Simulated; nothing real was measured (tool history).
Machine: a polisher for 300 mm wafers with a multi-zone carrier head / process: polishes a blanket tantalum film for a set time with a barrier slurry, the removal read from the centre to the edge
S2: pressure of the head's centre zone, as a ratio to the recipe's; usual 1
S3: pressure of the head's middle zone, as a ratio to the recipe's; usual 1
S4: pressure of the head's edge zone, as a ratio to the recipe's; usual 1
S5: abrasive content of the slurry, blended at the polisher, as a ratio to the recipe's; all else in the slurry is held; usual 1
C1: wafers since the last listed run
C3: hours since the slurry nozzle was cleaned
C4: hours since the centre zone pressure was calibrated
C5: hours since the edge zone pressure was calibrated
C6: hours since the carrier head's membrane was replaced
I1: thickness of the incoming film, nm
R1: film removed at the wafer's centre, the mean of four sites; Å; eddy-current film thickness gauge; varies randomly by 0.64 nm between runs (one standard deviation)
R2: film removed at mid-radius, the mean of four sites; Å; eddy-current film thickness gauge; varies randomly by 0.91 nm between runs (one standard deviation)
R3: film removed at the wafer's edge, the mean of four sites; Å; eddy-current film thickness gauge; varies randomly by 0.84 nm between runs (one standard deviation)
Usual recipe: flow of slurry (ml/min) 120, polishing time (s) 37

{"run": 1, "hour": 0.0, "flow of slurry (ml/min)": 120, "S2": 1, "S3": 1, "S4": 1, "S5": 1, "polishing time (s)": 37, "C1": 0, "wafers polished on this pad": 218, "C3": 204.6, "C4": 1138.7, "C5": 70.4, "C6": 556.9, "I1": 190.6, "R1": 596, "R2": 589, "R3": 619}
{"run": 2, "hour": 20.4, "flow of slurry (ml/min)": 120, "S2": 1, "S3": 1, "S4": 1, "S5": 1, "polishing time (s)": 37, "C1": 215, "wafers polished on this pad": 433, "C3": 225, "C4": 1159.1, "C5": 90.8, "C6": 577.3, "I1": 192, "R1": 588, "R2": 582, "R3": 581}
{"run": 3, "hour": 39.3, "flow of slurry (ml/min)": 120, "S2": 1, "S3": 1, "S4": 1, "S5": 1, "polishing time (s)": 37, "C1": 199, "wafers polished on this pad": 632, "C3": 243.9, "C4": 1178, "C5": 109.7, "C6": 596.2, "I1": 189.3, "R1": 565, "R2": 573, "R3": 574}
{"run": 4, "hour": 60.4, "flow of slurry (ml/min)": 120, "S2": 0.94, "S3": 1, "S4": 1, "S5": 1, "polishing time (s)": 40, "C1": 222, "wafers polished on this pad": 855, "C3": 265, "C4": 1199.1, "C5": 130.8, "C6": 617.3, "I1": 190.8, "R1": 574, "R2": 621, "R3": 616}
{"hour": 65.4, "done": "worn pad replaced by a new one"}
{"run": 5, "hour": 86.2, "flow of slurry (ml/min)": 120, "S2": 1, "S3": 1, "S4": 1, "S5": 1.1, "polishing time (s)": 37, "C1": 229, "wafers polished on this pad": 219, "C3": 290.8, "C4": 1224.9, "C5": 156.6, "C6": 643.1, "I1": 191.2, "R1": 607, "R2": 620, "R3": 608}
{"run": 6, "hour": 102.4, "flow of slurry (ml/min)": 120, "S2": 1, "S3": 1, "S4": 1, "S5": 1.1, "polishing time (s)": 37, "C1": 170, "wafers polished on this pad": 390, "C3": 307, "C4": 1241.1, "C5": 172.8, "C6": 659.3, "I1": 189.6, "R1": 603, "R2": 592, "R3": 601}
{"run": 7, "hour": 118.2, "flow of slurry (ml/min)": 120, "S2": 1, "S3": 1, "S4": 1, "S5": 1, "polishing time (s)": 37, "C1": 166, "wafers polished on this pad": 556, "C3": 322.8, "C4": 1256.9, "C5": 188.6, "C6": 675.1, "I1": 189.6, "R1": 577, "R2": 572, "R3": 591}
{"hour": 137.6, "done": "slurry nozzle cleaned"}
{"hour": 155.3, "done": "worn pad replaced by a new one"}
{"run": 8, "hour": 155.8, "flow of slurry (ml/min)": 120, "S2": 1, "S3": 1, "S4": 1, "S5": 1, "polishing time (s)": 37, "C1": 343, "wafers polished on this pad": 5, "C3": 18.2, "C4": 1294.5, "C5": 226.2, "C6": 712.7, "I1": 192.3, "R1": 606, "R2": 622, "R3": 624}
{"run": 9, "hour": 185.1, "flow of slurry (ml/min)": 90, "S2": 1, "S3": 1, "S4": 1, "S5": 1, "polishing time (s)": 37, "C1": 308, "wafers polished on this pad": 314, "C3": 47.5, "C4": 1323.8, "C5": 255.5, "C6": 742, "I1": 192.5, "R1": 535, "R2": 532, "R3": 572}
{"hour": 199.3, "done": "centre zone pressure recalibrated"}
{"run": 10, "hour": 219.1, "flow of slurry (ml/min)": 120, "S2": 1, "S3": 1, "S4": 1, "S5": 1, "polishing time (s)": 37, "C1": 337, "wafers polished on this pad": 651, "C3": 81.5, "C4": 19.8, "C5": 289.5, "C6": 776, "I1": 187.5, "R1": 580, "R2": 567, "R3": 590}
{"hour": 232.7, "done": "worn pad replaced by a new one"}
{"run": 11, "hour": 242.1, "flow of slurry (ml/min)": 120, "S2": 0.97, "S3": 1, "S4": 1, "S5": 0.75, "polishing time (s)": 37, "C1": 200, "wafers polished on this pad": 99, "C3": 104.5, "C4": 42.8, "C5": 312.5, "C6": 799, "I1": 189.2, "R1": 522, "R2": 565, "R3": 546}
{"hour": 255.4, "done": "carrier head's membrane replaced by a new one"}
{"run": 12, "hour": 267.6, "flow of slurry (ml/min)": 120, "S2": 1, "S3": 0.9, "S4": 1.11, "S5": 1, "polishing time (s)": 33, "C1": 216, "wafers polished on this pad": 315, "C3": 130, "C4": 68.3, "C5": 338, "C6": 12.2, "I1": 189.8, "R1": 509, "R2": 480, "R3": 548}
{"hour": 274.6, "done": "edge zone pressure recalibrated"}
{"hour": 321.3, "done": "worn pad replaced by a new one"}
{"run": 13, "hour": 355.8, "flow of slurry (ml/min)": 90, "S2": 1.11, "S3": 1, "S4": 1, "S5": 1, "polishing time (s)": 25, "C1": 866, "wafers polished on this pad": 363, "C3": 218.2, "C4": 156.5, "C5": 81.2, "C6": 100.4, "I1": 188.5, "R1": 399, "R2": 357, "R3": 373}
{"run": 14, "hour": 373.5, "flow of slurry (ml/min)": 120, "S2": 1, "S3": 1, "S4": 1, "S5": 1, "polishing time (s)": 37, "C1": 186, "wafers polished on this pad": 549, "C3": 235.9, "C4": 174.2, "C5": 98.9, "C6": 118.1, "I1": 191.2, "R1": 568, "R2": 568, "R3": 586}
{"run": 15, "hour": 389.5, "flow of slurry (ml/min)": 120, "S2": 1, "S3": 1, "S4": 1, "S5": 1, "polishing time (s)": 37, "C1": 168, "wafers polished on this pad": 718, "C3": 251.9, "C4": 190.2, "C5": 114.9, "C6": 134.1, "I1": 187.8, "R1": 574, "R2": 575, "R3": 583}
{"run": 16, "hour": 406.3, "flow of slurry (ml/min)": 120, "S2": 1.07, "S3": 1, "S4": 1, "S5": 1.15, "polishing time (s)": 37, "C1": 177, "wafers polished on this pad": 895, "C3": 268.7, "C4": 207, "C5": 131.7, "C6": 150.9, "I1": 187.9, "R1": 616, "R2": 594, "R3": 605}

Forecast each of these 4 alternatives for the next run:
{"run": "A", "hour": 406.7, "flow of slurry (ml/min)": 105, "S2": 1, "S3": 1, "S4": 1, "S5": 1, "polishing time (s)": 37, "C1": 4, "wafers polished on this pad": 900, "C3": 269.1, "C4": 207.4, "C5": 132.1, "C6": 151.3, "I1": 193.4, "R1": "?", "R2": "?", "R3": "?"}
{"run": "B", "hour": 406.7, "flow of slurry (ml/min)": 120, "S2": 1, "S3": 1, "S4": 0.89, "S5": 0.75, "polishing time (s)": 37, "C1": 4, "wafers polished on this pad": 900, "C3": 269.1, "C4": 207.4, "C5": 132.1, "C6": 151.3, "I1": 193.4, "R1": "?", "R2": "?", "R3": "?"}
{"run": "C", "hour": 406.7, "flow of slurry (ml/min)": 120, "S2": 1.04, "S3": 1, "S4": 1.06, "S5": 0.9, "polishing time (s)": 37, "C1": 4, "wafers polished on this pad": 900, "C3": 269.1, "C4": 207.4, "C5": 132.1, "C6": 151.3, "I1": 193.4, "R1": "?", "R2": "?", "R3": "?"}
{"run": "D", "hour": 406.7, "flow of slurry (ml/min)": 120, "S2": 0.89, "S3": 1, "S4": 1, "S5": 1, "polishing time (s)": 37, "C1": 4, "wafers polished on this pad": 900, "C3": 269.1, "C4": 207.4, "C5": 132.1, "C6": 151.3, "I1": 193.4, "R1": "?", "R2": "?", "R3": "?"}

run=A R1=555 R2=551 R3=563
run=B R1=526 R2=520 R3=497
run=C R1=582 R2=553 R3=575
run=D R1=514 R2=572 R3=578
The same runs, with their run-to-run variation unchanged, on a tool lacking any hidden condition would have given:
run=A R1=604 R2=600 R3=613
run=B R1=572 R2=566 R3=541
run=C R1=634 R2=602 R3=626
run=D R1=560 R2=622 R3=629
